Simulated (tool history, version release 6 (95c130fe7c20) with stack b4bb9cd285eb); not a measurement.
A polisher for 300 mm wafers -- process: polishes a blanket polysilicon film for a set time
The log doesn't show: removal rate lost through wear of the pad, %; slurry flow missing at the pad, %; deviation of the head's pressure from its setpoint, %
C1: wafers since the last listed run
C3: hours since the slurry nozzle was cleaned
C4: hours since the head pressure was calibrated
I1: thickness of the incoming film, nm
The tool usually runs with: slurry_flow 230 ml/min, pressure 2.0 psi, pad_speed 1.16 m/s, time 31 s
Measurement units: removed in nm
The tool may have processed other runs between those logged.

run 1 hour=0.0 | slurry_flow=180 pressure=2.0 pad_speed=1.16 time=31 | C1=0 wafers_polished_on_this_pad=701 C3=652.4 C4=701.2 | I1=1541.6 | removed=234.2
-- hour=58.4 slurry nozzle cleaned
run 2 hour=65.3 | slurry_flow=180 pressure=2.0 pad_speed=1.16 time=31 | C1=779 wafers_polished_on_this_pad=1481 C3=6.9 C4=766.5 | I1=1544.4 | removed=241.0
-- hour=130.8 worn pad replaced by a new one
run 3 hour=131.3 | slurry_flow=180 pressure=2.0 pad_speed=1.16 time=31 | C1=751 wafers_polished_on_this_pad=6 C3=72.9 C4=832.5 | I1=1536.9 | removed=242.5
run 4 hour=174.8 | slurry_flow=230 pressure=2.0 pad_speed=1.16 time=31 | C1=527 wafers_polished_on_this_pad=534 C3=116.4 C4=876.0 | I1=1563.6 | removed=242.9
run 5 hour=276.6 | slurry_flow=230 pressure=2.0 pad_speed=1.16 time=31 | C1=1234 wafers_polished_on_this_pad=1768 C3=218.2 C4=977.8 | I1=1553.3 | removed=249.2
-- hour=332.5 worn pad replaced by a new one
run 6 hour=366.1 | slurry_flow=230 pressure=2.0 pad_speed=1.16 time=28 | C1=1036 wafers_polished_on_this_pad=407 C3=307.7 C4=1067.3 | I1=1531.0 | removed=222.0
run 7 hour=421.3 | slurry_flow=230 pressure=2.0 pad_speed=1.16 time=28 | C1=669 wafers_polished_on_this_pad=1077 C3=362.9 C4=1122.5 | I1=1550.0 | removed=224.9
run 8 hour=467.4 | slurry_flow=230 pressure=1.7 pad_speed=1.16 time=31 | C1=559 wafers_polished_on_this_pad=1636 C3=409.0 C4=1168.6 | I1=1521.0 | removed=218.4
run 9 hour=538.7 | slurry_flow=230 pressure=2.0 pad_speed=1.54 time=31 | C1=864 wafers_polished_on_this_pad=2500 C3=480.3 C4=1239.9 | I1=1523.7 | removed=321.4
-- hour=574.7 head pressure recalibrated
-- hour=580.2 worn pad replaced by a new one
run 10 hour=637.4 | slurry_flow=230 pressure=2.0 pad_speed=1.16 time=31 | C1=1124 wafers_polished_on_this_pad=693 C3=579.0 C4=62.7 | I1=1559.0 | removed=244.1
run 11 hour=735.2 | slurry_flow=230 pressure=2.0 pad_speed=1.16 time=31 | C1=1186 wafers_polished_on_this_pad=1879 C3=676.8 C4=160.5 | I1=1558.5 | removed=243.0
-- hour=760.0 slurry nozzle cleaned
-- hour=768.1 worn pad replaced by a new one
run 12 hour=821.6 | slurry_flow=230 pressure=2.0 pad_speed=1.16 time=28 | C1=987 wafers_polished_on_this_pad=648 C3=61.6 C4=246.9 | I1=1557.9 | removed=223.9
run 13 hour=891.1 | slurry_flow=230 pressure=1.6 pad_speed=1.16 time=26 | C1=842 wafers_polished_on_this_pad=1491 C3=131.1 C4=316.4 | I1=1555.1 | removed=180.9
run 14 hour=950.7 | slurry_flow=230 pressure=2.0 pad_speed=1.16 time=25 | C1=722 wafers_polished_on_this_pad=2214 C3=190.7 C4=376.0 | I1=1523.9 | removed=200.1
-- hour=997.3 worn pad replaced by a new one
run 15 hour=1023.7 | slurry_flow=210 pressure=2.3 pad_speed=1.48 time=38 | C1=836 wafers_polished_on_this_pad=320 C3=263.7 C4=449.0 | I1=1526.6 | removed=420.9
run 16 hour=1090.5 | slurry_flow=230 pressure=2.0 pad_speed=1.04 time=27 | C1=810 wafers_polished_on_this_pad=1130 C3=330.5 C4=515.8 | I1=1521.5 | removed=192.9

Hidden state at the last listed run before each entry between runs and at the first one after, where it differs:
After run 1, before run 2: slurry nozzle cleaned (hour 58.4)
  slurry flow missing at the pad, %: 22.9 -> 0.73
  what was measured, less what the result would be without the hidden state, removed: -8.6 -> -0.2 nm
After run 2, before run 3: worn pad replaced by a new one (hour 130.8)
  slurry flow missing at the pad, %: 0.73 -> 2.93
  what was measured, less what the result would be without the hidden state, removed: -0.2 -> -0.9 nm
After run 5, before run 6: worn pad replaced by a new one (hour 332.5)
  slurry flow missing at the pad, %: 7.76 -> 10.7
  what was measured, less what the result would be without the hidden state, removed: -2.1 -> -2.7 nm
After run 9, before run 10: head pressure recalibrated (hour 574.7); worn pad replaced by a new one (hour 580.2)
  slurry flow missing at the pad, %: 16.5 -> 19.8
  what was measured, less what the result would be without the hidden state, removed: -6.5 -> -6.1 nm
After run 11, before run 12: slurry nozzle cleaned (hour 760.0); worn pad replaced by a new one (hour 768.1)
  slurry flow missing at the pad, %: 23 -> 2.49
  what was measured, less what the result would be without the hidden state, removed: -7.3 -> -0.6 nm
After run 14, before run 15: worn pad replaced by a new one (hour 997.3)
  slurry flow missing at the pad, %: 6.79 -> 9.22
  what was measured, less what the result would be without the hidden state, removed: -1.5 -> -4.7 nm
